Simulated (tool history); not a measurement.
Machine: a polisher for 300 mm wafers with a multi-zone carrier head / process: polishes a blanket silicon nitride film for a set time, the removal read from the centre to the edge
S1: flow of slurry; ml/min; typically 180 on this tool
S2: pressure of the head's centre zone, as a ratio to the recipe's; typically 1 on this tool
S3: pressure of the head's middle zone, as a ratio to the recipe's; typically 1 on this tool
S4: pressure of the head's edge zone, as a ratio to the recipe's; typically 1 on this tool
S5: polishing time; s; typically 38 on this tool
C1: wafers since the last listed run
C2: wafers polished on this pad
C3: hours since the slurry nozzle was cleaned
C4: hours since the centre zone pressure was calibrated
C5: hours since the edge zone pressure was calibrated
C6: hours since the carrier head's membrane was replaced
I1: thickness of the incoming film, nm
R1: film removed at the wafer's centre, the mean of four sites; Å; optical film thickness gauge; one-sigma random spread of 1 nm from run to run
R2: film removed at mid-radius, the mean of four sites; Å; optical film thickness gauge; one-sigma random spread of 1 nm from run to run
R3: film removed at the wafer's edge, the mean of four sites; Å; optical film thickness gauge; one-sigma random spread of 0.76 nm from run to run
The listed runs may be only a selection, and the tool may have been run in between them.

run,hour,S1,S2,S3,S4,S5,C1,C2,C3,C4,C5,C6,I1,R1,R2,R3
1,0,180,1,1,1,38,0,736,767.3,517.9,317.9,1071.8,675.4,972,973,1002
2,12.3,180,1,1,0.95,38,156,893,779.6,530.2,330.2,1084.1,668,970,967,975
3,25.7,230,0.89,1,1,38,170,1064,793,543.6,343.6,1097.5,674.3,926,1008,1057
# hour 35.3: worn pad replaced by a new one
4,41.6,180,1,1,1,49,151,80,808.9,559.5,359.5,1113.4,682.9,1218,1237,1292
5,48.9,180,1,1,1,38,93,173,816.2,566.8,366.8,1120.7,685.8,941,960,1000
# hour 51.6: edge zone pressure recalibrated
# hour 53.5: slurry nozzle cleaned
# hour 55.4: centre zone pressure recalibrated
6,77.8,140,1,1.08,1.05,48,306,479,24.3,22.4,26.2,1149.6,682.1,1300,1376,1348
7,85.4,180,1,1,0.89,38,96,576,31.9,30,33.8,1157.2,684.4,1068,1082,1021
8,95.7,180,1,1,0.9,43,131,707,42.2,40.3,44.1,1167.5,672.3,1205,1224,1178
9,112.4,180,0.94,1,1,38,212,920,58.9,57,60.8,1184.2,683.9,1011,1060,1077
10,123.5,180,1,1,1,38,141,1062,70,68.1,71.9,1195.3,687.2,1070,1062,1082
# hour 134.1: carrier head's membrane replaced by a new one, of another model than before
11,137.3,180,1,1,1.06,38,112,1174,83.8,81.9,85.7,3.2,678,1070,1082,1093
# hour 149.2: worn pad replaced by a new one
12,149.7,180,1,1,0.92,38,107,6,96.2,94.3,98.1,15.6,690.8,1062,1060,1042
13,152.9,180,0.94,1,1,38,40,46,99.4,97.5,101.3,18.8,680.4,1028,1064,1070

Run 14 has not been measured yet. What should we expect?
14,170.3,245,1,1,1,38,221,268,116.8,114.9,118.7,36.2,691,?,?,?

R1: 1135 Å
R2: 1118 Å
R3: 1098 Å
Minus the tool's unlogged condition, the same run would have read R1 1161 Å, R2 1141 Å, R3 1115 Å.
